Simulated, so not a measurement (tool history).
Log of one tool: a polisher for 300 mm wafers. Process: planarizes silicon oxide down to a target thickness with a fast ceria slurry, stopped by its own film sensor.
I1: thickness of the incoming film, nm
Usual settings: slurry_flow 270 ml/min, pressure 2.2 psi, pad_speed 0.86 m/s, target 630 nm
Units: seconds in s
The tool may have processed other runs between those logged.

run 1 hour=0.0 | slurry_flow=270 pressure=1.7 pad_speed=0.86 target=630 | I1=1411.3 | seconds=109.8
run 2 hour=8.6 | slurry_flow=270 pressure=1.7 pad_speed=0.86 target=630 | I1=1387.5 | seconds=104.1
run 3 hour=20.6 | slurry_flow=270 pressure=2.0 pad_speed=0.86 target=630 | I1=1416.0 | seconds=95.4
run 4 hour=28.3 | slurry_flow=270 pressure=2.7 pad_speed=0.74 target=630 | I1=1410.5 | seconds=82.7
run 5 hour=38.6 | slurry_flow=270 pressure=2.7 pad_speed=0.74 target=630 | I1=1413.2 | seconds=82.4
-- hour=50.1 worn pad replaced by a new one
run 6 hour=56.6 | slurry_flow=270 pressure=1.8 pad_speed=0.86 target=511 | I1=1395.4 | seconds=111.6
run 7 hour=64.8 | slurry_flow=270 pressure=1.8 pad_speed=0.86 target=511 | I1=1397.6 | seconds=113.9
run 8 hour=71.2 | slurry_flow=270 pressure=1.8 pad_speed=0.86 target=511 | I1=1388.6 | seconds=110.7
run 9 hour=84.2 | slurry_flow=295 pressure=2.2 pad_speed=0.86 target=630 | I1=1417.4 | seconds=85.8
run 10 hour=97.2 | slurry_flow=310 pressure=2.2 pad_speed=0.86 target=630 | I1=1430.4 | seconds=88.4
-- hour=105.6 worn pad replaced by a new one
run 11 hour=106.1 | slurry_flow=270 pressure=2.2 pad_speed=0.86 target=630 | I1=1394.6 | seconds=79.4
run 12 hour=115.1 | slurry_flow=270 pressure=2.2 pad_speed=0.86 target=630 | I1=1429.6 | seconds=84.0
run 13 hour=127.2 | slurry_flow=270 pressure=2.2 pad_speed=0.86 target=630 | I1=1429.7 | seconds=86.7
run 14 hour=135.1 | slurry_flow=270 pressure=2.2 pad_speed=0.86 target=630 | I1=1413.4 | seconds=84.0
run 15 hour=146.4 | slurry_flow=270 pressure=2.2 pad_speed=0.86 target=630 | I1=1421.7 | seconds=87.1
-- hour=154.1 head pressure recalibrated
run 16 hour=162.9 | slurry_flow=270 pressure=2.2 pad_speed=0.86 target=630 | I1=1420.1 | seconds=88.6
-- hour=168.3 worn pad replaced by a new one
run 17 hour=175.6 | slurry_flow=190 pressure=1.6 pad_speed=0.86 target=630 | I1=1402.9 | seconds=116.2
run 18 hour=185.0 | slurry_flow=225 pressure=2.2 pad_speed=1.02 target=630 | I1=1390.8 | seconds=71.1
-- hour=190.0 slurry nozzle cleaned
run 19 hour=191.3 | slurry_flow=270 pressure=2.2 pad_speed=0.86 target=630 | I1=1411.9 | seconds=83.9
run 20 hour=205.0 | slurry_flow=270 pressure=1.9 pad_speed=0.86 target=630 | I1=1419.0 | seconds=98.8
run 21 hour=217.1 | slurry_flow=270 pressure=2.2 pad_speed=0.86 target=630 | I1=1419.7 | seconds=86.7
run 22 hour=229.9 | slurry_flow=270 pressure=2.2 pad_speed=0.86 target=630 | I1=1391.9 | seconds=85.5
-- hour=241.4 worn pad replaced by a new one, of another model than before
run 23 hour=241.9 | slurry_flow=270 pressure=2.2 pad_speed=1.12 target=630 | I1=1406.0 | seconds=69.2
run 24 hour=256.1 | slurry_flow=305 pressure=2.2 pad_speed=0.86 target=383 | I1=1425.2 | seconds=108.8
run 25 hour=273.2 | slurry_flow=315 pressure=2.2 pad_speed=0.86 target=472 | I1=1409.9 | seconds=100.6

Run 26 has not been measured yet. What should we expect?
run 26 hour=280.0 | slurry_flow=270 pressure=2.8 pad_speed=0.56 target=630 | I1=1408.0 | seconds=?

seconds: 93.5 s
With the hidden condition absent and the run-to-run variation left alone, this run would have shown seconds 89.2 s.
